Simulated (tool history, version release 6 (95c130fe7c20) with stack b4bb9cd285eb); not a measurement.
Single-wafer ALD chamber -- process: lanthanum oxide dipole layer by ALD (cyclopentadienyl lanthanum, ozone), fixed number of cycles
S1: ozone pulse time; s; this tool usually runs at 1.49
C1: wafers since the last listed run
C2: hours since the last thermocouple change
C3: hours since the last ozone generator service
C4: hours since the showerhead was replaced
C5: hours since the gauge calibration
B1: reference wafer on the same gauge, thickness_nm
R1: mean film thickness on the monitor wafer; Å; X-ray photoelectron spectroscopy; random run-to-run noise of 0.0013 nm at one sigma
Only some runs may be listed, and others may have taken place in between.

{"run": 1, "hour": 0.0, "S1": 1.49, "C1": 0, "C2": 2141.4, "C3": 116.9, "C4": 5313.0, "C5": 607.2, "B1": 0.475, "R1": 5.17}
{"run": 2, "hour": 40.4, "S1": 1.49, "C1": 495, "C2": 2181.8, "C3": 157.3, "C4": 5353.4, "C5": 647.6, "B1": 0.475, "R1": 5.14}
{"run": 3, "hour": 99.4, "S1": 1.49, "C1": 724, "C2": 2240.8, "C3": 216.3, "C4": 5412.4, "C5": 706.6, "B1": 0.475, "R1": 5.16}
{"run": 4, "hour": 155.6, "S1": 1.49, "C1": 689, "C2": 2297.0, "C3": 272.5, "C4": 5468.6, "C5": 762.8, "B1": 0.475, "R1": 5.14}
{"run": 5, "hour": 217.4, "S1": 1.49, "C1": 758, "C2": 2358.8, "C3": 334.3, "C4": 5530.4, "C5": 824.6, "B1": 0.476, "R1": 5.15}
{"run": 6, "hour": 286.2, "S1": 1.14, "C1": 844, "C2": 2427.6, "C3": 403.1, "C4": 5599.2, "C5": 893.4, "B1": 0.475, "R1": 4.91}
{"run": 7, "hour": 326.6, "S1": 1.68, "C1": 495, "C2": 2468.0, "C3": 443.5, "C4": 5639.6, "C5": 933.8, "B1": 0.475, "R1": 5.2}
{"run": 8, "hour": 356.2, "S1": 1.68, "C1": 363, "C2": 2497.6, "C3": 473.1, "C4": 5669.2, "C5": 963.4, "B1": 0.474, "R1": 5.21}
{"run": 9, "hour": 384.8, "S1": 1.49, "C1": 351, "C2": 2526.2, "C3": 501.7, "C4": 5697.8, "C5": 992.0, "B1": 0.474, "R1": 5.13}
{"run": 10, "hour": 435.8, "S1": 1.49, "C1": 625, "C2": 2577.2, "C3": 552.7, "C4": 5748.8, "C5": 1043.0, "B1": 0.475, "R1": 5.13}
{"run": 11, "hour": 462.7, "S1": 1.49, "C1": 330, "C2": 2604.1, "C3": 579.6, "C4": 5775.7, "C5": 1069.9, "B1": 0.474, "R1": 5.11}
{"run": 12, "hour": 520.9, "S1": 1.49, "C1": 714, "C2": 2662.3, "C3": 637.8, "C4": 5833.9, "C5": 1128.1, "B1": 0.475, "R1": 5.13}
{"run": 13, "hour": 587.3, "S1": 1.49, "C1": 815, "C2": 2728.7, "C3": 704.2, "C4": 5900.3, "C5": 1194.5, "B1": 0.475, "R1": 5.11}
{"run": 14, "hour": 613.2, "S1": 1.49, "C1": 317, "C2": 2754.6, "C3": 730.1, "C4": 5926.2, "C5": 1220.4, "B1": 0.475, "R1": 5.1}
{"run": 15, "hour": 673.9, "S1": 1.49, "C1": 745, "C2": 2815.3, "C3": 790.8, "C4": 5986.9, "C5": 1281.1, "B1": 0.474, "R1": 5.09}
{"run": 16, "hour": 744.0, "S1": 1.66, "C1": 860, "C2": 2885.4, "C3": 860.9, "C4": 6057.0, "C5": 1351.2, "B1": 0.475, "R1": 5.17}
{"hour": 744.5, "done": "gauge calibrated"}
{"run": 17, "hour": 769.3, "S1": 1.77, "C1": 310, "C2": 2910.7, "C3": 886.2, "C4": 6082.3, "C5": 24.8, "B1": 0.475, "R1": 5.2}
{"hour": 804.8, "done": "ozone generator serviced"}
{"run": 18, "hour": 830.3, "S1": 1.79, "C1": 650, "C2": 2971.7, "C3": 25.5, "C4": 6143.3, "C5": 85.8, "B1": 0.475, "R1": 5.28}
{"run": 19, "hour": 890.2, "S1": 2.07, "C1": 735, "C2": 3031.6, "C3": 85.4, "C4": 6203.2, "C5": 145.7, "B1": 0.475, "R1": 5.34}
{"run": 20, "hour": 941.9, "S1": 1.15, "C1": 634, "C2": 3083.3, "C3": 137.1, "C4": 6254.9, "C5": 197.4, "B1": 0.475, "R1": 4.97}
{"run": 21, "hour": 991.5, "S1": 2.03, "C1": 608, "C2": 3132.9, "C3": 186.7, "C4": 6304.5, "C5": 247.0, "B1": 0.475, "R1": 5.32}
{"run": 22, "hour": 1057.1, "S1": 1.49, "C1": 805, "C2": 3198.5, "C3": 252.3, "C4": 6370.1, "C5": 312.6, "B1": 0.475, "R1": 5.15}
{"hour": 1077.3, "done": "thermocouple changed; heater temperature recalibrated"}
{"hour": 1127.0, "done": "showerhead replaced"}
{"run": 23, "hour": 1127.5, "S1": 1.04, "C1": 667, "C2": 50.2, "C3": 322.7, "C4": 0.5, "C5": 383.0, "B1": 0.475, "R1": 4.85}
{"run": 24, "hour": 1169.3, "S1": 2.04, "C1": 513, "C2": 92.0, "C3": 364.5, "C4": 42.3, "C5": 424.8, "B1": 0.475, "R1": 5.32}
{"run": 25, "hour": 1216.1, "S1": 1.49, "C1": 574, "C2": 138.8, "C3": 411.3, "C4": 89.1, "C5": 471.6, "B1": 0.475, "R1": 5.14}
{"run": 26, "hour": 1251.1, "S1": 1.21, "C1": 429, "C2": 173.8, "C3": 446.3, "C4": 124.1, "C5": 506.6, "B1": 0.475, "R1": 4.97}
{"run": 27, "hour": 1295.2, "S1": 1.13, "C1": 541, "C2": 217.9, "C3": 490.4, "C4": 168.2, "C5": 550.7, "B1": 0.476, "R1": 4.89}
{"run": 28, "hour": 1330.2, "S1": 1.15, "C1": 429, "C2": 252.9, "C3": 525.4, "C4": 203.2, "C5": 585.7, "B1": 0.475, "R1": 4.92}
{"run": 29, "hour": 1355.5, "S1": 1.03, "C1": 310, "C2": 278.2, "C3": 550.7, "C4": 228.5, "C5": 611.0, "B1": 0.475, "R1": 4.81}
{"run": 30, "hour": 1469.4, "S1": 0.96, "C1": 1398, "C2": 392.1, "C3": 664.6, "C4": 342.4, "C5": 724.9, "B1": 0.476, "R1": 4.71}

5 ways to go on from here, each from the tool as it stands after run 30. What would each give?
{"run": "A", "hour": 1469.8, "S1": 1.49, "C1": 4, "C2": 392.5, "C3": 665.0, "C4": 342.8, "C5": 725.3, "B1": "?", "R1": "?"}
{"run": "B", "hour": 1469.8, "S1": 1.18, "C1": 4, "C2": 392.5, "C3": 665.0, "C4": 342.8, "C5": 725.3, "B1": "?", "R1": "?"}
{"run": "C", "hour": 1469.8, "S1": 1.96, "C1": 4, "C2": 392.5, "C3": 665.0, "C4": 342.8, "C5": 725.3, "B1": "?", "R1": "?"}
{"run": "D", "hour": 1469.8, "S1": 0.9, "C1": 4, "C2": 392.5, "C3": 665.0, "C4": 342.8, "C5": 725.3, "B1": "?", "R1": "?"}
{"run": "E", "hour": 1469.8, "S1": 1.95, "C1": 4, "C2": 392.5, "C3": 665.0, "C4": 342.8, "C5": 725.3, "B1": "?", "R1": "?"}

run=A B1=0.475 R1=5.09
run=B B1=0.475 R1=4.89
run=C B1=0.475 R1=5.26
run=D B1=0.475 R1=4.61
run=E B1=0.475 R1=5.26
Had the tool no hidden state, the same runs would have come out as:
run=A R1=5.15
run=B R1=4.97
run=C R1=5.30
run=D R1=4.72
run=E R1=5.30
